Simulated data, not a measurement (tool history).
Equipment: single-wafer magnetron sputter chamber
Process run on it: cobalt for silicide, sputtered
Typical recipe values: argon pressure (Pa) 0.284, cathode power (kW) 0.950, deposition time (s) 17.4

| run | hour | argon pressure (Pa) | cathode power (kW) | deposition time (s) | wafers since the last listed run | wafers on the sputter target | hours since the last manometer calibration | hours since the magnet pack was replaced | hours since the gauge calibration | read-back reference wafer on the same gauge, thickness_nm | mean film thickness on the monitor wafer (Å) |
|---|---|---|---|---|---|---|---|---|---|---|---|
| 1 | 0.0 | 0.284 | 0.950 | 16.0 | 0 | 8478 | 670.1 | 3639.9 | 1450.3 | 7.410 | 77.41 |
| 2 | 59.7 | 0.197 | 0.950 | 17.4 | 1758 | 10236 | 729.8 | 3699.6 | 1510.0 | 7.423 | 87.63 |
| 3 | 130.0 | 0.197 | 0.950 | 17.4 | 2070 | 12307 | 800.1 | 3769.9 | 1580.3 | 7.419 | 87.97 |
|  | 303.9 | sputter target and shields replaced |
| 4 | 362.1 | 0.197 | 0.950 | 17.4 | 6601 | 1715 | 1032.2 | 4002.0 | 1812.4 | 7.437 | 86.95 |
| 5 | 400.2 | 0.229 | 0.950 | 17.4 | 1122 | 2837 | 1070.3 | 4040.1 | 1850.5 | 7.449 | 87.30 |
| 6 | 478.3 | 0.229 | 0.950 | 17.4 | 2300 | 5138 | 1148.4 | 4118.2 | 1928.6 | 7.457 | 87.09 |
| 7 | 569.2 | 0.284 | 0.750 | 17.4 | 2677 | 7815 | 1239.3 | 4209.1 | 2019.5 | 7.455 | 67.64 |
| 8 | 647.6 | 0.284 | 0.950 | 17.4 | 2309 | 10125 | 1317.7 | 4287.5 | 2097.9 | 7.474 | 85.20 |
| 9 | 731.5 | 0.284 | 0.950 | 17.4 | 2471 | 12597 | 1401.6 | 4371.4 | 2181.8 | 7.491 | 85.71 |
| 10 | 796.4 | 0.284 | 0.950 | 17.4 | 1911 | 14508 | 1466.5 | 4436.3 | 2246.7 | 7.489 | 85.76 |
| 11 | 893.5 | 0.284 | 0.950 | 17.4 | 2860 | 17369 | 1563.6 | 4533.4 | 2343.8 | 7.500 | 85.80 |
| 12 | 965.5 | 0.243 | 0.950 | 18.6 | 2121 | 19490 | 1635.6 | 4605.4 | 2415.8 | 7.511 | 92.35 |
|  | 997.5 | sputter target and shields replaced |
| 13 | 1021.4 | 0.243 | 0.950 | 18.6 | 1411 | 703 | 1691.5 | 4661.3 | 2471.7 | 7.503 | 92.25 |
| 14 | 1114.5 | 0.359 | 0.750 | 19.2 | 2742 | 3445 | 1784.6 | 4754.4 | 2564.8 | 7.515 | 72.89 |
| 15 | 1169.1 | 0.284 | 0.950 | 17.4 | 1608 | 5054 | 1839.2 | 4809.0 | 2619.4 | 7.522 | 85.78 |
|  | 1225.1 | magnet pack replaced |
| 16 | 1240.3 | 0.372 | 0.950 | 17.4 | 1861 | 6916 | 1910.4 | 15.2 | 2690.6 | 7.524 | 83.99 |
| 17 | 1283.4 | 0.328 | 1.050 | 15.0 | 1269 | 8185 | 1953.5 | 58.3 | 2733.7 | 7.530 | 81.17 |
|  | 1313.3 | gauge calibrated |
| 18 | 1355.8 | 0.284 | 0.700 | 19.7 | 2132 | 10318 | 2025.9 | 130.7 | 42.5 | 7.234 | 69.84 |
| 19 | 1412.7 | 0.284 | 0.950 | 20.1 | 1676 | 11994 | 2082.8 | 187.6 | 99.4 | 7.244 | 96.53 |
|  | 1456.9 | capacitance manometer re-zeroed and calibrated |
| 20 | 1475.0 | 0.393 | 0.950 | 17.4 | 1599 | 13594 | 18.1 | 249.9 | 161.7 | 7.247 | 81.62 |
| 21 | 1565.6 | 0.284 | 0.950 | 17.4 | 2668 | 16263 | 108.7 | 340.5 | 252.3 | 7.252 | 83.74 |
|  | 1649.8 | sputter target and shields replaced |
| 22 | 1653.1 | 0.351 | 0.750 | 20.8 | 2341 | 96 | 196.2 | 428.0 | 339.8 | 7.269 | 76.99 |
| 23 | 1755.4 | 0.178 | 0.750 | 18.3 | 3013 | 3109 | 298.5 | 530.3 | 442.1 | 7.268 | 71.60 |
| 24 | 1821.6 | 0.353 | 0.700 | 19.8 | 1950 | 5060 | 364.7 | 596.5 | 508.3 | 7.278 | 69.03 |
| 25 | 1860.0 | 0.246 | 0.800 | 14.7 | 1131 | 6191 | 403.1 | 634.9 | 546.7 | 7.287 | 60.40 |
| 26 | 1919.0 | 0.284 | 0.950 | 17.4 | 1738 | 7929 | 462.1 | 693.9 | 605.7 | 7.295 | 84.11 |
| 27 | 2010.7 | 0.250 | 0.950 | 20.8 | 2701 | 10630 | 553.8 | 785.6 | 697.4 | 7.303 | 101.75 |
| 28 | 2078.5 | 0.246 | 0.950 | 17.4 | 1997 | 12627 | 621.6 | 853.4 | 765.2 | 7.311 | 85.56 |
| 29 | 2156.8 | 0.284 | 0.800 | 17.4 | 2306 | 14934 | 699.9 | 931.7 | 843.5 | 7.310 | 71.55 |
|  | 2331.2 | sputter target and shields replaced |
| 30 | 2336.6 | 0.380 | 1.200 | 15.5 | 5060 | 159 | 879.7 | 1111.5 | 1023.3 | 7.331 | 92.98 |
| 31 | 2374.3 | 0.173 | 0.950 | 17.4 | 1110 | 1270 | 917.4 | 1149.2 | 1061.0 | 7.331 | 86.73 |
| 32 | 2435.9 | 0.284 | 0.950 | 20.7 | 1814 | 3084 | 979.0 | 1210.8 | 1122.6 | 7.349 | 100.87 |
| 33 | 2538.4 | 0.284 | 0.950 | 17.4 | 3019 | 6104 | 1081.5 | 1313.3 | 1225.1 | 7.357 | 84.34 |
| 34 | 2634.1 | 0.324 | 0.750 | 19.8 | 2819 | 8923 | 1177.2 | 1409.0 | 1320.8 | 7.360 | 74.91 |

Alternative continuations, all from the tool just after run 34; predict every row:
| A | 2634.5 | 0.342 | 0.950 | 17.4 | 11 | 8935 | 1177.6 | 1409.4 | 1321.2 | ? | ? |
| B | 2634.5 | 0.284 | 0.900 | 19.3 | 11 | 8935 | 1177.6 | 1409.4 | 1321.2 | ? | ? |
| C | 2634.5 | 0.284 | 0.750 | 18.8 | 11 | 8935 | 1177.6 | 1409.4 | 1321.2 | ? | ? |
| D | 2634.5 | 0.192 | 0.850 | 16.3 | 11 | 8935 | 1177.6 | 1409.4 | 1321.2 | ? | ? |
| E | 2634.5 | 0.323 | 0.950 | 17.4 | 11 | 8935 | 1177.6 | 1409.4 | 1321.2 | ? | ? |

| run | read-back reference wafer on the same gauge, thickness_nm | mean film thickness on the monitor wafer (Å) |
|---|---|---|
| A | 7.362 | 84.03 |
| B | 7.362 | 89.69 |
| C | 7.362 | 72.80 |
| D | 7.362 | 73.35 |
| E | 7.362 | 84.46 |
Stripped of hidden state, with their random variation kept, the same runs would have yielded:
| run | mean film thickness on the monitor wafer (Å) |
|---|---|
| A | 83.09 |
| B | 88.68 |
| C | 71.99 |
| D | 72.53 |
| E | 83.51 |
